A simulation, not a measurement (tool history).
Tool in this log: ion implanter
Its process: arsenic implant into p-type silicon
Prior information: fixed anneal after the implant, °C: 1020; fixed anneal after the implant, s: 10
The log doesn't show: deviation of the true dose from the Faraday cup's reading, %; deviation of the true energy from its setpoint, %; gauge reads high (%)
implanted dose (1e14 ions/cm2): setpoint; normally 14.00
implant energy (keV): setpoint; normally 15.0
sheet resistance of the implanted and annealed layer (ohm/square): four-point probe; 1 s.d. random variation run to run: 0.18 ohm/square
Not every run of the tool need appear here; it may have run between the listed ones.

| run | hour | implanted dose (1e14 ions/cm2) | implant energy (keV) | wafers since the last listed run | hours since the last dose calibration | hours since the extraction supply was calibrated | hours since the gauge calibration | read-back reference wafer on the same gauge, sheet resistance | sheet resistance of the implanted and annealed layer (ohm/square) |
|---|---|---|---|---|---|---|---|---|---|
| 1 | 0.0 | 14.00 | 15.0 | 0 | 720.5 | 2646.8 | 237.3 | 133.98 | 120.75 |
|  | 11.8 | gauge calibrated |
| 2 | 16.8 | 14.00 | 15.0 | 368 | 737.3 | 2663.6 | 5.0 | 134.01 | 120.78 |
| 3 | 29.5 | 14.00 | 15.0 | 278 | 750.0 | 2676.3 | 17.7 | 133.97 | 120.95 |
| 4 | 45.3 | 14.00 | 15.0 | 346 | 765.8 | 2692.1 | 33.5 | 133.98 | 120.82 |
| 5 | 81.3 | 14.00 | 15.0 | 788 | 801.8 | 2728.1 | 69.5 | 134.00 | 120.92 |
| 6 | 112.9 | 14.00 | 15.0 | 692 | 833.4 | 2759.7 | 101.1 | 134.03 | 120.57 |
| 7 | 125.0 | 14.00 | 15.0 | 265 | 845.5 | 2771.8 | 113.2 | 134.00 | 120.76 |
| 8 | 142.4 | 14.00 | 15.0 | 381 | 862.9 | 2789.2 | 130.6 | 134.01 | 120.61 |
|  | 151.3 | Faraday cup replaced and dose calibrated |
| 9 | 236.4 | 14.00 | 13.0 | 1884 | 85.1 | 2883.2 | 224.6 | 134.04 | 126.59 |
|  | 305.4 | gauge calibrated |
|  | 307.3 | extraction supply calibrated |
| 10 | 327.6 | 17.02 | 15.0 | 1822 | 176.3 | 20.3 | 22.2 | 134.01 | 116.38 |
| 11 | 352.3 | 14.00 | 15.0 | 541 | 201.0 | 45.0 | 46.9 | 134.00 | 121.61 |
| 12 | 371.4 | 15.42 | 12.0 | 418 | 220.1 | 64.1 | 66.0 | 133.98 | 125.59 |

What will run 13 give?
| 13 | 385.0 | 11.19 | 13.5 | 297 | 233.7 | 77.7 | 79.6 | ? | ? |

{"run 13": {"read-back reference wafer on the same gauge, sheet resistance": 134.0, "sheet resistance of the implanted and annealed layer (ohm/square)": 134.08}}
Had the tool carried no hidden state, the very same run would have given sheet resistance of the implanted and annealed layer (ohm/square) 134.93.
